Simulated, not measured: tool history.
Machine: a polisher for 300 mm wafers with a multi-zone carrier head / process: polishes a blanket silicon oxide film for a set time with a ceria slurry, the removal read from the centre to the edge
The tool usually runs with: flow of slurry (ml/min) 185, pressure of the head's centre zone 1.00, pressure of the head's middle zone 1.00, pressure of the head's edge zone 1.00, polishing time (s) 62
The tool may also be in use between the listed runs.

run   hour  flow of slurry (ml/min)  pressure of the head's centre zone  pressure of the head's middle zone  pressure of the head's edge zone  polishing time (s)  incoming thickness of the incoming film, nm  film removed at the wafer's centre (Å)  film removed at mid-radius (Å)  film removed at the wafer's edge (Å)
  1    0.0                      185                                1.00                                1.00                              1.00                  62                                        981.9                                    2840                            2695                                  2912
      44.8  -- slurry nozzle cleaned
  2   53.5                      185                                1.00                                1.00                              1.00                  62                                        974.2                                    3007                            2891                                  2995
      80.8  -- worn pad replaced by a new one
  3  111.6                      185                                0.95                                1.00                              1.00                  62                                        983.0                                    2853                            2812                                  2920
  4  192.6                      185                                1.04                                1.00                              1.00                  78                                        978.7                                    3948                            3601                                  3711
  5  270.4                      185                                1.00                                1.00                              1.00                  62                                        987.4                                    3080                            2762                                  2928
     312.1  -- worn pad replaced by a new one
  6  344.3                      185                                1.00                                1.00                              1.00                  62                                        987.9                                    3060                            2762                                  2980
  7  429.2                      185                                0.92                                1.00                              1.00                  62                                        983.8                                    2846                            2743                                  2896
  8  486.0                      185                                0.92                                1.00                              1.00                  62                                       1007.5                                    2862                            2717                                  2938
     533.3  -- centre zone pressure recalibrated
  9  553.3                      185                                1.05                                1.00                              1.00                  77                                        994.1                                    3677                            3349                                  3570
     572.7  -- worn pad replaced by a new one
 10  601.6                      185                                1.00                                0.95                              0.96                  62                                       1003.3                                    2820                            2571                                  2868
     647.2  -- edge zone pressure recalibrated
 11  691.0                      185                                1.00                                1.00                              1.00                  62                                        984.9                                    2845                            2647                                  2825
     696.3  -- slurry nozzle cleaned
 12  770.0                      210                                1.00                                0.96                              1.00                  62                                        992.7                                    3181                            2791                                  3039

Forecast run 13:
     827.2  -- carrier head's membrane replaced by a new one
     828.4  -- worn pad replaced by a new one
 13  972.0                      185                                1.00                                0.96                              1.00                  62                                       1007.3                                       ?                               ?                                     ?

film removed at the wafer's centre (Å): 3173
film removed at mid-radius (Å): 2740
film removed at the wafer's edge (Å): 2990
Were there no unlogged condition in the tool, this run, its random variation unchanged, would have produced film removed at the wafer's centre (Å) 3023, film removed at mid-radius (Å) 2810, film removed at the wafer's edge (Å) 3044.

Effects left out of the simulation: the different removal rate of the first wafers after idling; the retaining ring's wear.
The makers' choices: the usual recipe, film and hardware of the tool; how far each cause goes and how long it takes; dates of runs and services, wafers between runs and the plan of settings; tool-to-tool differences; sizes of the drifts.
